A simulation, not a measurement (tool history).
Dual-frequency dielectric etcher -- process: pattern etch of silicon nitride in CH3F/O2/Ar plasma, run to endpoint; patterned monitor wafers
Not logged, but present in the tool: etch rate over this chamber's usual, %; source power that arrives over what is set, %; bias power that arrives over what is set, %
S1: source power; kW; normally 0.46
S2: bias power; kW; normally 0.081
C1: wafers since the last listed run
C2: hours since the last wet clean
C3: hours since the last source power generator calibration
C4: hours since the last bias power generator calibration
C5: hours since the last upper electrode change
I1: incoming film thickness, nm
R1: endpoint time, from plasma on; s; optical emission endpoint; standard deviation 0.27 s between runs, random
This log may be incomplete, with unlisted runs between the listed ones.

run 1 hour=0 | S1=0.46 S2=0.081 | C1=0 C2=257.5 C3=849.2 C4=739 C5=3039.1 | I1=36.59 | R1=46.5
run 2 hour=106.9 | S1=0.43 S2=0.09 | C1=1946 C2=364.4 C3=956.1 C4=845.9 C5=3146 | I1=36.36 | R1=45.2
run 3 hour=150.2 | S1=0.38 S2=0.07 | C1=788 C2=407.7 C3=999.4 C4=889.2 C5=3189.3 | I1=36.64 | R1=51.3
-- hour=275.5 wet clean of the chamber
run 4 hour=401.4 | S1=0.38 S2=0.07 | C1=4136 C2=125.9 C3=1250.6 C4=1140.4 C5=3440.5 | I1=36.73 | R1=50.1
run 5 hour=485.5 | S1=0.46 S2=0.081 | C1=1531 C2=210 C3=1334.7 C4=1224.5 C5=3524.6 | I1=36.78 | R1=46.7
run 6 hour=525.2 | S1=0.46 S2=0.081 | C1=722 C2=249.7 C3=1374.4 C4=1264.2 C5=3564.3 | I1=37.08 | R1=47.4
run 7 hour=577.9 | S1=0.37 S2=0.081 | C1=959 C2=302.4 C3=1427.1 C4=1316.9 C5=3617 | I1=36.72 | R1=49.8
run 8 hour=639.9 | S1=0.37 S2=0.081 | C1=1128 C2=364.4 C3=1489.1 C4=1378.9 C5=3679 | I1=36.82 | R1=49.2
run 9 hour=761.1 | S1=0.37 S2=0.081 | C1=2206 C2=485.6 C3=1610.3 C4=1500.1 C5=3800.2 | I1=36.32 | R1=49.8
-- hour=808.1 wet clean of the chamber
run 10 hour=808.6 | S1=0.46 S2=0.073 | C1=427 C2=0.5 C3=1657.8 C4=1547.6 C5=3847.7 | I1=36.79 | R1=46.4
run 11 hour=868 | S1=0.46 S2=0.073 | C1=1081 C2=59.9 C3=1717.2 C4=1607 C5=3907.1 | I1=37.03 | R1=47.1
run 12 hour=951.3 | S1=0.56 S2=0.081 | C1=1516 C2=143.2 C3=1800.5 C4=1690.3 C5=3990.4 | I1=36.12 | R1=43
run 13 hour=1053.9 | S1=0.46 S2=0.065 | C1=1868 C2=245.8 C3=1903.1 C4=1792.9 C5=4093 | I1=36.36 | R1=49.5
run 14 hour=1137 | S1=0.38 S2=0.094 | C1=1512 C2=328.9 C3=1986.2 C4=1876 C5=4176.1 | I1=36.5 | R1=46.1
run 15 hour=1173.4 | S1=0.34 S2=0.081 | C1=662 C2=365.3 C3=2022.6 C4=1912.4 C5=4212.5 | I1=36.82 | R1=50.4
run 16 hour=1214 | S1=0.46 S2=0.081 | C1=739 C2=405.9 C3=2063.2 C4=1953 C5=4253.1 | I1=36.17 | R1=46.6
-- hour=1243.5 source power generator calibrated
-- hour=1257.7 upper electrode replaced
-- hour=1268.8 bias power generator calibrated
run 17 hour=1276 | S1=0.35 S2=0.063 | C1=723 C2=467.9 C3=32.5 C4=7.2 C5=18.3 | I1=36.7 | R1=54.2
-- hour=1341.2 wet clean of the chamber
run 18 hour=1365.7 | S1=0.46 S2=0.081 | C1=1196 C2=24.5 C3=122.2 C4=96.9 C5=108 | I1=36.42 | R1=45.2
run 19 hour=1464.1 | S1=0.46 S2=0.081 | C1=1791 C2=122.9 C3=220.6 C4=195.3 C5=206.4 | I1=36.47 | R1=45.8
run 20 hour=1561.7 | S1=0.46 S2=0.081 | C1=1776 C2=220.5 C3=318.2 C4=292.9 C5=304 | I1=36.8 | R1=46.6
run 21 hour=1610.2 | S1=0.37 S2=0.074 | C1=883 C2=269 C3=366.7 C4=341.4 C5=352.5 | I1=36.3 | R1=49.5
run 22 hour=1694.4 | S1=0.46 S2=0.081 | C1=1533 C2=353.2 C3=450.9 C4=425.6 C5=436.7 | I1=36.8 | R1=47.3
run 23 hour=1748.2 | S1=0.57 S2=0.089 | C1=979 C2=407 C3=504.7 C4=479.4 C5=490.5 | I1=36.98 | R1=43.6

Each row is a separate what-if for the run after 23, all from the same tool condition, not one after another. Results?
run A hour=1748.6 | S1=0.46 S2=0.081 | C1=7 C2=407.4 C3=505.1 C4=479.8 C5=490.9 | I1=36.87 | R1=?
run B hour=1748.6 | S1=0.53 S2=0.066 | C1=7 C2=407.4 C3=505.1 C4=479.8 C5=490.9 | I1=36.87 | R1=?
run C hour=1748.6 | S1=0.53 S2=0.068 | C1=7 C2=407.4 C3=505.1 C4=479.8 C5=490.9 | I1=36.87 | R1=?

run=A R1=47.6
run=B R1=49
run=C R1=48.6
The same runs, with their run-to-run variation unchanged, on a tool lacking any hidden condition would have given:
run=A R1=45.7
run=B R1=47.1
run=C R1=46.7
